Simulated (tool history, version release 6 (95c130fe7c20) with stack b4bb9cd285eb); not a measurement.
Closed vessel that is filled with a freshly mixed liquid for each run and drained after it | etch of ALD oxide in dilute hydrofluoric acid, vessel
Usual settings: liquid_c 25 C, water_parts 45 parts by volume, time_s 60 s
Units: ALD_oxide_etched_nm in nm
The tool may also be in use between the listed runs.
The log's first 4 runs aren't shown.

| run | hour | liquid_c | water_parts | time_s | read-back film thickness of the ALD oxide reference wafer, read on the same gauge (nm) | ALD_oxide_etched_nm |
|---|---|---|---|---|---|---|
|  | 335.6 | hydrofluoric acid flow meter replaced |
| 5 | 627.6 | 25 | 40 | 60 | 84.22 | 56.11 |
| 6 | 696.5 | 25 | 45 | 60 | 84.16 | 49.25 |
| 7 | 732.6 | 25 | 45 | 60 | 84.18 | 49.58 |
| 8 | 773.9 | 25 | 40 | 75 | 84.14 | 70.19 |
|  | 794 | thermometer replaced |
| 9 | 847.1 | 25 | 45 | 60 | 84.14 | 49.08 |
| 10 | 907.6 | 25 | 45 | 60 | 84.11 | 50.48 |
| 11 | 991.4 | 25 | 45 | 60 | 84.07 | 49.03 |
| 12 | 1089.6 | 22 | 45 | 60 | 84.04 | 42.87 |
| 13 | 1142.4 | 25 | 65 | 60 | 84.03 | 33.46 |
|  | 1164.7 | gauge calibrated |
| 14 | 1205.9 | 25 | 45 | 60 | 90.37 | 53.24 |
| 15 | 1290.9 | 25 | 45 | 35 | 89.87 | 31.37 |
| 16 | 1383.1 | 25 | 55 | 90 | 89.43 | 63.16 |
| 17 | 1427.3 | 27 | 55 | 60 | 89.23 | 46.32 |
| 18 | 1514.4 | 23.5 | 60 | 30 | 88.84 | 18.14 |
| 19 | 1598.8 | 21.5 | 30 | 85 | 88.5 | 96.08 |
| 20 | 1643 | 28.5 | 40 | 85 | 88.34 | 97.2 |
| 21 | 1683.7 | 25 | 55 | 80 | 88.16 | 56.16 |
| 22 | 1762.8 | 25 | 45 | 60 | 87.9 | 51.13 |

The next listed run, before its measurement:
| 23 | 1865.5 | 25 | 45 | 60 | ? | ? |

Run 23 gave read-back film thickness of the ALD oxide reference wafer, read on the same gauge (nm) 87.58, ALD_oxide_etched_nm 51.93 nm.
Without the tool's hidden state the same run would have given ALD_oxide_etched_nm 53.36 nm.

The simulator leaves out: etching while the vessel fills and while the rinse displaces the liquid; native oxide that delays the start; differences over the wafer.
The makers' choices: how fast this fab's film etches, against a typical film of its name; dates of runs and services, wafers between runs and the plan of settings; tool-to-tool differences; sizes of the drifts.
